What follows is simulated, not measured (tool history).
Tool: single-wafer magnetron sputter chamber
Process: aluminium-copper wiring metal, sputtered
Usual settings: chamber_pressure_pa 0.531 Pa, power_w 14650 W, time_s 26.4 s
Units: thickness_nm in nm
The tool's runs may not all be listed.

| run | hour | chamber_pressure_pa | power_w | time_s | read-back reference wafer on the same gauge, thickness_nm | thickness_nm |
|---|---|---|---|---|---|---|
| 1 | 0 | 0.531 | 14650 | 26.4 | 762.961 | 609.524 |
|  | 25.8 | sputter target and shields replaced |
| 2 | 76.3 | 0.531 | 14650 | 22.5 | 761.843 | 536.272 |
| 3 | 115 | 0.531 | 14650 | 22.5 | 763.067 | 532.947 |
| 4 | 197.3 | 0.531 | 14650 | 26.4 | 763.15 | 622.782 |
| 5 | 268.9 | 0.531 | 14650 | 26.4 | 763.521 | 614.954 |
| 6 | 336.4 | 0.531 | 14650 | 26.4 | 763.622 | 614.558 |
|  | 394.2 | magnet pack replaced |
|  | 429.1 | sputter target and shields replaced |
| 7 | 438.4 | 0.531 | 14650 | 26.4 | 762.482 | 632.624 |
| 8 | 510.7 | 0.531 | 14650 | 26.4 | 763.208 | 625.966 |
| 9 | 594.4 | 0.531 | 14650 | 27.8 | 763.087 | 649.008 |
| 10 | 673.5 | 0.531 | 14650 | 26.4 | 763.207 | 612.634 |
|  | 697.8 | gauge calibrated |
|  | 747.1 | sputter target and shields replaced |
| 11 | 780.4 | 0.405 | 14650 | 31.6 | 762.29 | 803.514 |
|  | 798.8 | capacitance manometer re-zeroed and calibrated |
| 12 | 822.2 | 0.667 | 14650 | 21.7 | 762.896 | 481.221 |
| 13 | 903.2 | 0.728 | 18250 | 22.5 | 762.969 | 599.518 |
| 14 | 1000.4 | 0.383 | 17700 | 26.4 | 762.67 | 803.42 |
| 15 | 1061 | 0.531 | 14650 | 26.4 | 763.375 | 615.681 |
| 16 | 1125.7 | 0.653 | 14650 | 30.1 | 763.06 | 658.534 |
|  | 1160.3 | sputter target and shields replaced |
| 17 | 1164.2 | 0.531 | 14650 | 26.4 | 762.423 | 637.522 |

5 ways to go on from here, each from the tool as it stands after run 17. What would each give?
| A | 1164.6 | 0.531 | 14650 | 26.4 | ? | ? |
| B | 1164.6 | 0.326 | 15650 | 22.8 | ? | ? |
| C | 1164.6 | 0.608 | 17050 | 21.8 | ? | ? |
| D | 1164.6 | 0.402 | 13000 | 22.7 | ? | ? |
| E | 1164.6 | 0.41 | 11500 | 21.3 | ? | ? |

| run | read-back reference wafer on the same gauge, thickness_nm | thickness_nm |
|---|---|---|
| A | 762.773 | 636.309 |
| B | 762.773 | 649.832 |
| C | 762.773 | 589.229 |
| D | 762.773 | 517.319 |
| E | 762.773 | 427.698 |
Without the tool's hidden state the same runs would have given:
| run | thickness_nm |
|---|---|
| A | 638.391 |
| B | 651.958 |
| C | 591.157 |
| D | 519.011 |
| E | 429.097 |
